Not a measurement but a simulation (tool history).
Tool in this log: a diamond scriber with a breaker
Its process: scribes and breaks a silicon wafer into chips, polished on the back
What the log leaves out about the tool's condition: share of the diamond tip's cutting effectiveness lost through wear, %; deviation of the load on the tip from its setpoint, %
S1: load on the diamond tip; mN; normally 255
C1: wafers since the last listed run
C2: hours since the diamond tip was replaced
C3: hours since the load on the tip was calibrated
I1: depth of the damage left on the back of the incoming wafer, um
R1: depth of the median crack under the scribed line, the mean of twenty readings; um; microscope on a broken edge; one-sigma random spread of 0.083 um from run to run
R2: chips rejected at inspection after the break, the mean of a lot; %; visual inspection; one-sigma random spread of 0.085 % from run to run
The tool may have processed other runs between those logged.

| run | hour | S1 | C1 | C2 | C3 | I1 | R1 | R2 |
|---|---|---|---|---|---|---|---|---|
| 1 | 0.0 | 255 | 0 | 564.2 | 650.0 | 0.01 | 9.60 | 1.55 |
| 2 | 15.3 | 255 | 28 | 579.5 | 665.3 | 0.03 | 9.36 | 1.67 |
| 3 | 22.6 | 255 | 13 | 586.8 | 672.6 | 0.03 | 9.52 | 1.55 |
| 4 | 36.8 | 255 | 26 | 601.0 | 686.8 | 0.04 | 9.46 | 1.58 |
| 5 | 47.7 | 255 | 20 | 611.9 | 697.7 | 0.03 | 9.44 | 1.58 |
| 6 | 59.5 | 301 | 22 | 623.7 | 709.5 | 0.03 | 11.07 | 3.53 |
| 7 | 68.9 | 255 | 17 | 633.1 | 718.9 | 0.03 | 9.57 | 1.62 |
| 8 | 99.8 | 255 | 57 | 664.0 | 749.8 | 0.02 | 9.38 | 1.59 |
| 9 | 110.8 | 255 | 20 | 675.0 | 760.8 | 0.03 | 9.38 | 1.42 |
| 10 | 126.5 | 298 | 29 | 690.7 | 776.5 | 0.04 | 10.88 | 3.25 |
| 11 | 142.6 | 298 | 30 | 706.8 | 792.6 | 0.03 | 11.04 | 3.20 |
|  | 155.4 | diamond tip replaced by a new one |
| 12 | 156.8 | 255 | 22 | 1.4 | 806.8 | 0.03 | 9.78 | 1.62 |
| 13 | 167.6 | 255 | 20 | 12.2 | 817.6 | 0.03 | 9.78 | 1.49 |
| 14 | 182.9 | 255 | 28 | 27.5 | 832.9 | 0.04 | 9.75 | 1.36 |
| 15 | 192.5 | 275 | 17 | 37.1 | 842.5 | 0.03 | 10.39 | 1.80 |
| 16 | 209.9 | 275 | 32 | 54.5 | 859.9 | 0.01 | 10.36 | 1.88 |
| 17 | 216.9 | 201 | 13 | 61.5 | 866.9 | 0.05 | 7.32 | 11.38 |
| 18 | 232.1 | 201 | 28 | 76.7 | 882.1 | 0.05 | 7.17 | 11.82 |
| 19 | 247.0 | 201 | 27 | 91.6 | 897.0 | 0.04 | 7.25 | 12.95 |
| 20 | 264.0 | 289 | 31 | 108.6 | 914.0 | 0.03 | 10.68 | 2.78 |
| 21 | 276.8 | 321 | 23 | 121.4 | 926.8 | 0.03 | 11.89 | 7.02 |
| 22 | 325.3 | 293 | 90 | 169.9 | 975.3 | 0.04 | 10.97 | 2.60 |
| 23 | 338.8 | 325 | 25 | 183.4 | 988.8 | 0.04 | 12.15 | 6.73 |
| 24 | 352.3 | 288 | 25 | 196.9 | 1002.3 | 0.01 | 10.82 | 2.75 |
| 25 | 360.2 | 190 | 14 | 204.8 | 1010.2 | 0.01 | 6.69 | 20.54 |
| 26 | 374.2 | 289 | 26 | 218.8 | 1024.2 | 0.02 | 10.72 | 2.56 |
| 27 | 386.9 | 210 | 23 | 231.5 | 1036.9 | 0.04 | 7.66 | 9.04 |
| 28 | 399.1 | 204 | 22 | 243.7 | 1049.1 | 0.04 | 7.30 | 12.16 |
| 29 | 411.3 | 199 | 22 | 255.9 | 1061.3 | 0.03 | 7.07 | 14.15 |
| 30 | 427.5 | 255 | 30 | 272.1 | 1077.5 | 0.04 | 9.26 | 1.58 |
| 31 | 470.7 | 276 | 80 | 315.3 | 1120.7 | 0.04 | 10.21 | 1.62 |
|  | 506.4 | load on the tip recalibrated |
| 32 | 520.7 | 255 | 89 | 365.3 | 14.3 | 0.04 | 9.37 | 1.66 |
| 33 | 530.4 | 232 | 18 | 375.0 | 24.0 | 0.04 | 8.44 | 4.01 |
| 34 | 541.1 | 236 | 20 | 385.7 | 34.7 | 0.02 | 8.52 | 3.64 |
| 35 | 549.8 | 274 | 16 | 394.4 | 43.4 | 0.01 | 10.17 | 1.45 |
| 36 | 575.0 | 208 | 47 | 419.6 | 68.6 | 0.03 | 7.37 | 10.94 |
| 37 | 581.2 | 255 | 11 | 425.8 | 74.8 | 0.02 | 9.27 | 1.67 |
| 38 | 588.7 | 278 | 14 | 433.3 | 82.3 | 0.03 | 10.27 | 1.82 |
| 39 | 599.4 | 255 | 20 | 444.0 | 93.0 | 0.02 | 9.29 | 1.65 |
| 40 | 606.6 | 329 | 13 | 451.2 | 100.2 | 0.05 | 12.05 | 6.59 |
| 41 | 619.9 | 185 | 24 | 464.5 | 113.5 | 0.03 | 6.28 | 23.32 |
| 42 | 652.8 | 293 | 61 | 497.4 | 146.4 | 0.04 | 10.69 | 2.54 |
| 43 | 660.1 | 180 | 13 | 504.7 | 153.7 | 0.05 | 6.17 | 25.32 |

Here are 3 independent what-if runs from the current tool condition. What would each one return?
| A | 660.7 | 303 | 1 | 505.3 | 154.3 | 0.01 | ? | ? |
| B | 660.7 | 181 | 1 | 505.3 | 154.3 | 0.01 | ? | ? |
| C | 660.7 | 217 | 1 | 505.3 | 154.3 | 0.01 | ? | ? |

| run | R1 | R2 |
|---|---|---|
| A | 11.19 | 3.93 |
| B | 6.24 | 27.72 |
| C | 7.86 | 8.53 |
Stripped of hidden state, with their random variation kept, the same runs would have yielded:
| run | R1 | R2 |
|---|---|---|
| A | 11.70 | 5.81 |
| B | 6.53 | 23.34 |
| C | 8.22 | 6.08 |

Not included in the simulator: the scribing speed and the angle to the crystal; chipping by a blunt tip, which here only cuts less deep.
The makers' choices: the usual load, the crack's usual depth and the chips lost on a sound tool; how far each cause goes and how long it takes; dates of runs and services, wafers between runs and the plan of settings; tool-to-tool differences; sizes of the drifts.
